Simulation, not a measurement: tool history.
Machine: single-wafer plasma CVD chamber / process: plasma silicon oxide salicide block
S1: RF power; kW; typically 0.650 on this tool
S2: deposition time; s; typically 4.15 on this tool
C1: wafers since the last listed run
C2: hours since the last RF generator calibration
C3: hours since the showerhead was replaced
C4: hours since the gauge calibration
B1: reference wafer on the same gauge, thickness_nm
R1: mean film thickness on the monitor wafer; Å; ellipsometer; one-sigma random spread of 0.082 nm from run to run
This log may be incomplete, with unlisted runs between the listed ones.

run 1 day=0.000 | S1=0.675 S2=4.45 | C1=0 C2=1663.7 C3=3831.1 C4=599.8 | B1=42.605 | R1=431.42
run 2 day=0.629 | S1=0.650 S2=3.50 | C1=463 C2=1678.8 C3=3846.2 C4=614.9 | B1=42.588 | R1=333.21
run 3 day=1.758 | S1=0.650 S2=3.50 | C1=832 C2=1705.9 C3=3873.3 C4=642.0 | B1=42.625 | R1=333.19
run 4 day=3.083 | S1=0.650 S2=3.50 | C1=976 C2=1737.7 C3=3905.1 C4=673.8 | B1=42.591 | R1=333.91
run 5 day=3.721 | S1=0.650 S2=3.94 | C1=469 C2=1753.0 C3=3920.4 C4=689.1 | B1=42.584 | R1=375.93
run 6 day=4.338 | S1=0.650 S2=3.94 | C1=454 C2=1767.8 C3=3935.2 C4=703.9 | B1=42.592 | R1=376.42
run 7 day=5.075 | S1=0.740 S2=4.15 | C1=543 C2=1785.5 C3=3952.9 C4=721.6 | B1=42.599 | R1=414.10
run 8 day=5.883 | S1=0.740 S2=4.15 | C1=595 C2=1804.9 C3=3972.3 C4=741.0 | B1=42.618 | R1=412.64
run 9 day=7.254 | S1=0.740 S2=4.15 | C1=1010 C2=1837.8 C3=4005.2 C4=773.9 | B1=42.612 | R1=414.67
run 10 day=8.288 | S1=0.650 S2=4.15 | C1=761 C2=1862.6 C3=4030.0 C4=798.7 | B1=42.611 | R1=395.56
run 11 day=9.267 | S1=0.650 S2=4.15 | C1=721 C2=1886.1 C3=4053.5 C4=822.2 | B1=42.588 | R1=394.03
run 12 day=10.096 | S1=0.650 S2=4.15 | C1=611 C2=1906.0 C3=4073.4 C4=842.1 | B1=42.607 | R1=395.04
run 13 day=11.000 | S1=0.650 S2=4.15 | C1=666 C2=1927.7 C3=4095.1 C4=863.8 | B1=42.610 | R1=394.02
run 14 day=12.146 | S1=0.650 S2=4.15 | C1=844 C2=1955.2 C3=4122.6 C4=891.3 | B1=42.614 | R1=393.41
-- day=12.458 gauge calibrated
run 15 day=12.896 | S1=0.650 S2=4.15 | C1=552 C2=1973.2 C3=4140.6 C4=10.5 | B1=42.619 | R1=393.46
run 16 day=14.250 | S1=0.650 S2=4.46 | C1=998 C2=2005.7 C3=4173.1 C4=43.0 | B1=42.598 | R1=423.55
-- day=15.346 showerhead replaced
run 17 day=15.367 | S1=0.650 S2=3.65 | C1=577 C2=2032.5 C3=0.5 C4=69.8 | B1=42.605 | R1=346.62
run 18 day=15.733 | S1=0.740 S2=4.15 | C1=270 C2=2041.3 C3=9.3 C4=78.6 | B1=42.601 | R1=411.27
run 19 day=17.079 | S1=0.610 S2=4.15 | C1=991 C2=2073.6 C3=41.6 C4=110.9 | B1=42.609 | R1=383.95
run 20 day=18.088 | S1=0.765 S2=4.15 | C1=743 C2=2097.8 C3=65.8 C4=135.1 | B1=42.604 | R1=415.15
run 21 day=18.662 | S1=0.650 S2=4.15 | C1=423 C2=2111.6 C3=79.6 C4=148.9 | B1=42.585 | R1=391.96
-- day=20.500 RF generator calibrated
run 22 day=21.617 | S1=0.615 S2=3.47 | C1=1931 C2=26.8 C3=150.5 C4=219.8 | B1=42.602 | R1=329.70
run 23 day=22.588 | S1=0.535 S2=3.37 | C1=715 C2=50.1 C3=173.8 C4=243.1 | B1=42.593 | R1=305.30
run 24 day=23.104 | S1=0.650 S2=4.89 | C1=380 C2=62.5 C3=186.2 C4=255.5 | B1=42.593 | R1=474.92
run 25 day=23.950 | S1=0.650 S2=4.15 | C1=623 C2=82.8 C3=206.5 C4=275.8 | B1=42.575 | R1=403.92
run 26 day=25.262 | S1=0.650 S2=4.15 | C1=967 C2=114.3 C3=238.0 C4=307.3 | B1=42.598 | R1=403.17
run 27 day=26.208 | S1=0.775 S2=4.69 | C1=697 C2=137.0 C3=260.7 C4=330.0 | B1=42.615 | R1=485.00
run 28 day=28.008 | S1=0.760 S2=3.50 | C1=1326 C2=180.2 C3=303.9 C4=373.2 | B1=42.600 | R1=357.78
run 29 day=29.358 | S1=0.525 S2=4.82 | C1=995 C2=212.6 C3=336.3 C4=405.6 | B1=42.573 | R1=433.48
run 30 day=30.621 | S1=0.650 S2=4.46 | C1=930 C2=242.9 C3=366.6 C4=435.9 | B1=42.604 | R1=433.45

Some steps in R1 between neighbouring runs. How much of each would the tool show without its hidden state too (settings, what came in, random variation), and how much is left for the hidden state, with any gauge scatter that isn't in both results?
Hidden state present: delivered RF power above the setpoint (%); gauge reads high (%).
Run 1 -> 2: S1 0.675 -> 0.650, S2 4.45 -> 3.50. R1 -98.21 Å: hidden state +1.71, all else -99.92.
Run 16 -> 17: S2 4.46 -> 3.65, showerhead replaced. R1 -76.93 Å: hidden state +1.81, all else -78.74.
Run 17 -> 18: S1 0.650 -> 0.740, S2 3.65 -> 4.15. R1 +64.65 Å: hidden state -1.88, all else +66.53.
Run 21 -> 22: S1 0.650 -> 0.615, S2 4.15 -> 3.47, RF generator calibrated. R1 -62.26 Å: hidden state +10.84, all else -73.10.
Run 23 -> 24: S1 0.535 -> 0.650, S2 3.37 -> 4.89. R1 +169.62 Å: hidden state -0.46, all else +170.08.
Run 27 -> 28: S1 0.775 -> 0.760, S2 4.69 -> 3.50. R1 -127.22 Å: hidden state +0.33, all else -127.55.
